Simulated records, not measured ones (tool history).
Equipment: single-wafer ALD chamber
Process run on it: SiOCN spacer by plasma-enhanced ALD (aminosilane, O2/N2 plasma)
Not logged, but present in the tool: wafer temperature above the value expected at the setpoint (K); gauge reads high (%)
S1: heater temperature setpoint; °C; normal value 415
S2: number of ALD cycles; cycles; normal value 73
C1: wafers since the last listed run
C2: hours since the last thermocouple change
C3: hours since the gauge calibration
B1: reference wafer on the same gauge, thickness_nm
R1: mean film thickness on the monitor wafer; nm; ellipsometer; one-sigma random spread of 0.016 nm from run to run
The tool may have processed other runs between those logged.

run 1 hour=0 | S1=423 S2=73 | C1=0 C2=1291.1 C3=24.7 | B1=4.209 | R1=4.448
run 2 hour=66.6 | S1=423 S2=73 | C1=233 C2=1357.7 C3=91.3 | B1=4.212 | R1=4.412
-- hour=110.2 thermocouple changed; heater temperature recalibrated
run 3 hour=279.4 | S1=423 S2=73 | C1=718 C2=169.2 C3=304.1 | B1=4.205 | R1=4.388
run 4 hour=329.4 | S1=415 S2=64 | C1=175 C2=219.2 C3=354.1 | B1=4.214 | R1=3.929
run 5 hour=375.3 | S1=415 S2=64 | C1=161 C2=265.1 C3=400 | B1=4.206 | R1=3.958
run 6 hour=445.5 | S1=415 S2=64 | C1=246 C2=335.3 C3=470.2 | B1=4.215 | R1=3.936
run 7 hour=560.7 | S1=415 S2=73 | C1=404 C2=450.5 C3=585.4 | B1=4.204 | R1=4.515
run 8 hour=613.9 | S1=415 S2=73 | C1=186 C2=503.7 C3=638.6 | B1=4.212 | R1=4.516
run 9 hour=680.1 | S1=415 S2=73 | C1=232 C2=569.9 C3=704.8 | B1=4.212 | R1=4.511
run 10 hour=717.3 | S1=415 S2=73 | C1=130 C2=607.1 C3=742 | B1=4.206 | R1=4.499
run 11 hour=771.5 | S1=415 S2=62 | C1=190 C2=661.3 C3=796.2 | B1=4.212 | R1=3.835
run 12 hour=828.1 | S1=415 S2=73 | C1=198 C2=717.9 C3=852.8 | B1=4.212 | R1=4.509
run 13 hour=859.8 | S1=415 S2=73 | C1=111 C2=749.6 C3=884.5 | B1=4.209 | R1=4.515
run 14 hour=888.9 | S1=415 S2=73 | C1=102 C2=778.7 C3=913.6 | B1=4.218 | R1=4.501
run 15 hour=943.6 | S1=404 S2=73 | C1=191 C2=833.4 C3=968.3 | B1=4.203 | R1=4.677
run 16 hour=987.1 | S1=404 S2=73 | C1=152 C2=876.9 C3=1011.8 | B1=4.214 | R1=4.626
run 17 hour=1027.1 | S1=415 S2=73 | C1=140 C2=916.9 C3=1051.8 | B1=4.211 | R1=4.531
run 18 hour=1081.4 | S1=415 S2=73 | C1=190 C2=971.2 C3=1106.1 | B1=4.208 | R1=4.523
run 19 hour=1139.9 | S1=415 S2=73 | C1=205 C2=1029.7 C3=1164.6 | B1=4.204 | R1=4.498
run 20 hour=1206.5 | S1=418 S2=73 | C1=233 C2=1096.3 C3=1231.2 | B1=4.205 | R1=4.474
run 21 hour=1269.4 | S1=418 S2=73 | C1=220 C2=1159.2 C3=1294.1 | B1=4.205 | R1=4.493
run 22 hour=1307.5 | S1=418 S2=73 | C1=133 C2=1197.3 C3=1332.2 | B1=4.215 | R1=4.468
run 23 hour=1375 | S1=415 S2=73 | C1=236 C2=1264.8 C3=1399.7 | B1=4.205 | R1=4.533
run 24 hour=1406.4 | S1=419 S2=60 | C1=110 C2=1296.2 C3=1431.1 | B1=4.206 | R1=3.689
-- hour=1442.2 thermocouple changed; heater temperature recalibrated
run 25 hour=1453.3 | S1=419 S2=85 | C1=136 C2=11.1 C3=1478 | B1=4.211 | R1=5.149
run 26 hour=1491.7 | S1=409 S2=60 | C1=134 C2=49.5 C3=1516.4 | B1=4.206 | R1=3.763
run 27 hour=1543.9 | S1=415 S2=73 | C1=183 C2=101.7 C3=1568.6 | B1=4.202 | R1=4.459
run 28 hour=1598.9 | S1=415 S2=73 | C1=193 C2=156.7 C3=1623.6 | B1=4.207 | R1=4.512
run 29 hour=1664.8 | S1=415 S2=60 | C1=231 C2=222.6 C3=1689.5 | B1=4.205 | R1=3.691
run 30 hour=1731.1 | S1=423 S2=73 | C1=232 C2=288.9 C3=1755.8 | B1=4.21 | R1=4.396
run 31 hour=1763.7 | S1=415 S2=73 | C1=114 C2=321.5 C3=1788.4 | B1=4.199 | R1=4.526
run 32 hour=1824.2 | S1=415 S2=73 | C1=212 C2=382 C3=1848.9 | B1=4.199 | R1=4.518
-- hour=1882.8 gauge calibrated
run 33 hour=1890.2 | S1=415 S2=73 | C1=231 C2=448 C3=7.4 | B1=4.202 | R1=4.515
run 34 hour=1916.6 | S1=415 S2=73 | C1=92 C2=474.4 C3=33.8 | B1=4.21 | R1=4.518
run 35 hour=1966 | S1=415 S2=61 | C1=173 C2=523.8 C3=83.2 | B1=4.208 | R1=3.786
run 36 hour=2018.1 | S1=406 S2=87 | C1=182 C2=575.9 C3=135.3 | B1=4.21 | R1=5.499
run 37 hour=2080.3 | S1=409 S2=81 | C1=218 C2=638.1 C3=197.5 | B1=4.211 | R1=5.098
run 38 hour=2127.1 | S1=415 S2=85 | C1=164 C2=684.9 C3=244.3 | B1=4.204 | R1=5.246
run 39 hour=2163.2 | S1=415 S2=73 | C1=126 C2=721 C3=280.4 | B1=4.211 | R1=4.525
run 40 hour=2191.3 | S1=408 S2=73 | C1=98 C2=749.1 C3=308.5 | B1=4.211 | R1=4.611
run 41 hour=2261.6 | S1=415 S2=73 | C1=246 C2=819.4 C3=378.8 | B1=4.21 | R1=4.539
run 42 hour=2302.8 | S1=428 S2=64 | C1=144 C2=860.6 C3=420 | B1=4.217 | R1=3.809
run 43 hour=2432.7 | S1=415 S2=79 | C1=455 C2=990.5 C3=549.9 | B1=4.205 | R1=4.915
run 44 hour=2499.7 | S1=425 S2=85 | C1=235 C2=1057.5 C3=616.9 | B1=4.215 | R1=5.149
run 45 hour=2566.1 | S1=415 S2=66 | C1=233 C2=1123.9 C3=683.3 | B1=4.214 | R1=4.106
run 46 hour=2591 | S1=426 S2=83 | C1=87 C2=1148.8 C3=708.2 | B1=4.214 | R1=5.008

The tool's hidden state at each run:
gauge reads high (%): 0, the same for each run
H1: wafer temperature above the value expected at the setpoint (K)
run=1 H1=-4.42
run=2 H1=-4.46
run=3 H1=-0.468
run=4 H1=-0.85
run=5 H1=-1.16
run=6 H1=-1.59
run=7 H1=-2.15
run=8 H1=-2.36
run=9 H1=-2.59
run=10 H1=-2.71
run=11 H1=-2.86
run=12 H1=-3
run=13 H1=-3.08
run=14 H1=-3.14
run=15 H1=-3.24
run=16 H1=-3.32
run=17 H1=-3.38
run=18 H1=-3.45
run=19 H1=-3.53
run=20 H1=-3.6
run=21 H1=-3.66
run=22 H1=-3.69
run=23 H1=-3.74
run=24 H1=-3.76
run=25 H1=-0.154
run=26 H1=-0.578
run=27 H1=-1.1
run=28 H1=-1.58
run=29 H1=-2.09
run=30 H1=-2.53
run=31 H1=-2.73
run=32 H1=-3.05
run=33 H1=-3.35
run=34 H1=-3.46
run=35 H1=-3.65
run=36 H1=-3.83
run=37 H1=-4.02
run=38 H1=-4.14
run=39 H1=-4.23
run=40 H1=-4.29
run=41 H1=-4.43
run=42 H1=-4.51
run=43 H1=-4.7
run=44 H1=-4.77
run=45 H1=-4.84
run=46 H1=-4.86
